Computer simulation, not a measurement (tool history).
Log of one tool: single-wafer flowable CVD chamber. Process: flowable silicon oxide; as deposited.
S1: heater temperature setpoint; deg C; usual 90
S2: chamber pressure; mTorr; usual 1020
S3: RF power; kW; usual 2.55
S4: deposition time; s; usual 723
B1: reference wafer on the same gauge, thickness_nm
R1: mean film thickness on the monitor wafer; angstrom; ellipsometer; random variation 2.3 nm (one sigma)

Run 1, hour 0: usual settings but S3 2.755 kW, S4 765 s; B1 822.856. Result: R1 8123.74 angstrom.
Run 2, hour 65.6: usual settings but S3 2.755 kW, S4 765 s; B1 823.973. Result: R1 8149.58 angstrom.
Run 3, hour 90.3: usual settings but S3 2.845 kW; B1 824.577. Result: R1 7684.31 angstrom.
Run 4, hour 133.9: usual settings but S3 2.745 kW; B1 823.851. Result: R1 7615.25 angstrom.
Run 5, hour 161.2: usual settings but S3 2.745 kW; B1 823.991. Result: R1 7662.3 angstrom.
Run 6, hour 187.2: usual settings but S3 2.745 kW; B1 822.999. Result: R1 7632.31 angstrom.
Run 7, hour 219: usual settings; B1 823.707. Result: R1 7591.16 angstrom.
Run 8, hour 256.3: usual settings but S4 815 s; B1 823.998. Result: R1 8538.42 angstrom.
Run 9, hour 298.4: usual settings but S4 815 s; B1 824.683. Result: R1 8563.57 angstrom.
Run 10, hour 332.5: usual settings; B1 823.999. Result: R1 7630.44 angstrom.
Run 11, hour 370.4: usual settings but S1 105 deg C, S3 2.7 kW, S4 663 s; B1 823.501. Result: R1 3953.9 angstrom.
Run 12, hour 462: usual settings but S2 1210 mTorr, S3 3.045 kW; B1 823.821. Result: R1 9430.19 angstrom.
Run 13, hour 510.5: usual settings but S1 104 deg C, S3 2.365 kW; B1 822.884. Result: R1 4583.62 angstrom.
Run 14, hour 570.5: usual settings but S1 97 deg C; B1 824.289. Result: R1 6005.08 angstrom.
Run 15, hour 612: usual settings but S1 98 deg C, S2 1220 mTorr, S3 2.82 kW, S4 579 s; B1 824.074. Result: R1 5525.79 angstrom.
Run 16, hour 642.2: usual settings but S1 84 deg C, S2 1230 mTorr, S3 3.015 kW, S4 647 s; B1 823.934. Result: R1 10385.29 angstrom.
Run 17, hour 692.9: usual settings but S2 850 mTorr; B1 824.382. Result: R1 6519.46 angstrom.
Run 18, hour 737.9: usual settings; B1 824.683. Result: R1 7791.2 angstrom.

Taken out of this log: 5 entries between the listed runs. Where each belongs, and how the hidden state differs across it:
Between runs 9 and 10: gauge calibrated (hour 300)
  wafer temperature above the value expected at the setpoint (K): 1.17 -> 1.2; true pressure above the setpoint (%): 1.2 -> 1.3
  measured less the result without the state, R1: -287.45 -> -259.71 angstrom
Between runs 11 and 12: thermocouple changed; heater temperature recalibrated (hour 421.8); capacitance manometer re-zeroed and calibrated (hour 435.7)
  wafer temperature above the value expected at the setpoint (K): 1.25 -> -0.107; true pressure above the setpoint (%): 1.42 -> 0.256
  measured less the result without the state, R1: -129.97 -> +55.72 angstrom
Between runs 12 and 13: RF generator calibrated (hour 474.9); showerhead replaced (hour 497)
  wafer temperature above the value expected at the setpoint (K): -0.107 -> -0.052; true pressure above the setpoint (%): 0.256 -> 0.265
  measured less the result without the state, R1: +55.72 -> +21.26 angstrom
